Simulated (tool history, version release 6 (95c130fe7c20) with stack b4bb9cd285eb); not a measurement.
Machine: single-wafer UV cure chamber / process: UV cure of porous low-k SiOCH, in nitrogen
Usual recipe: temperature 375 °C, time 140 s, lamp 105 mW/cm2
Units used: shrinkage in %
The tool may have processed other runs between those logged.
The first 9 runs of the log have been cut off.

run,hour,temperature,time,lamp,wafers since the last listed run,hours since the UV bulbs were replaced,wafers since the quartz window was cleaned,shrinkage
10,372.7,359,140,129,240,1849.3,399,10.479
11,418.4,375,140,115,338,1895.0,737,10.043
12,480.3,375,140,115,458,1956.9,1196,9.683
13,548.7,375,140,115,506,2025.3,1703,9.881
14,607.4,375,140,105,435,2084.0,2138,9.013
# hour 643.3: quartz window cleaned
15,678.9,383,140,105,470,2155.5,264,10.027
16,738.4,383,140,105,440,2215.0,705,9.995
# hour 809.4: UV bulbs replaced
17,809.9,375,190,105,470,0.5,1175,12.286
18,847.7,375,190,105,280,38.3,1455,12.436
19,902.2,375,190,105,403,92.8,1859,11.994
20,948.1,375,140,119,340,138.7,2199,11.229
# hour 965.0: quartz window cleaned
21,972.3,365,140,143,120,162.9,53,12.731
22,1014.4,359,140,83,312,205.0,365,9.869
23,1083.9,387,205,134,515,274.5,880,14.642

What does the tool deliver on the next run?
24,1141.9,375,185,71,429,332.5,1310,?

{"run 24": {"shrinkage": 9.947}}
The same run, on a tool lacking any hidden state, would have yielded shrinkage 11.084 %.
